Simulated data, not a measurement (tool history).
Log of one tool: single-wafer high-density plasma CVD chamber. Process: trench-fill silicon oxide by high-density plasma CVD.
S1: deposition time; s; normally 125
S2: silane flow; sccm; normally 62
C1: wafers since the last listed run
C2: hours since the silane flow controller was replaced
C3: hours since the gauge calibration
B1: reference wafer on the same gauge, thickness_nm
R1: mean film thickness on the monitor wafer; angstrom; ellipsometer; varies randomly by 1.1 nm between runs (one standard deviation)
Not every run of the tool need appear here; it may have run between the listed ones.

Run 1, hour 0.0: usual settings but S2 70 sccm; C1 0; C2 3180.6; C3 198.4; B1 762.195. Result: R1 9023.99 angstrom.
Run 2, hour 25.4: usual settings but S2 70 sccm; C1 252; C2 3206.0; C3 223.8; B1 762.059. Result: R1 9027.19 angstrom.
Run 3, hour 56.2: usual settings; C1 306; C2 3236.8; C3 254.6; B1 761.732. Result: R1 8013.95 angstrom.
Run 4, hour 78.2: usual settings; C1 218; C2 3258.8; C3 276.6; B1 761.755. Result: R1 8015.35 angstrom.
Run 5, hour 109.6: usual settings; C1 312; C2 3290.2; C3 308.0; B1 762.107. Result: R1 8022.85 angstrom.
Run 6, hour 124.6: usual settings but S1 130 s, S2 55 sccm; C1 149; C2 3305.2; C3 323.0; B1 762.081. Result: R1 7378.04 angstrom.
At hour 150.6: silane flow controller replaced.
Run 7, hour 154.9: usual settings but S1 130 s, S2 55 sccm; C1 221; C2 4.3; C3 353.3; B1 762.083. Result: R1 7039.69 angstrom.
Run 8, hour 169.0: usual settings but S1 130 s, S2 55 sccm; C1 140; C2 18.4; C3 367.4; B1 762.051. Result: R1 7039.22 angstrom.
Run 9, hour 185.6: usual settings; C1 165; C2 35.0; C3 384.0; B1 762.027. Result: R1 7647.21 angstrom.
At hour 189.2: gauge calibrated.
Run 10, hour 205.1: usual settings but S1 105 s, S2 71 sccm; C1 193; C2 54.5; C3 15.9; B1 761.809. Result: R1 7347.28 angstrom.
Run 11, hour 229.9: usual settings but S1 112 s; C1 246; C2 79.3; C3 40.7; B1 762.322. Result: R1 6863.66 angstrom.
Run 12, hour 245.8: usual settings but S1 130 s, S2 55 sccm; C1 158; C2 95.2; C3 56.6; B1 762.277. Result: R1 7053.16 angstrom.

For run 13, what comes out?
Run 13, hour 270.7: usual settings but S2 56 sccm; C1 247; C2 120.1; C3 81.5; B1 ?. Result: R1 ?.

Run 13 measured B1 761.953, R1 6927.81 angstrom.
Take away the tool's hidden state, keep the run-to-run variation as it was, and the same run would have given R1 6895.79 angstrom.
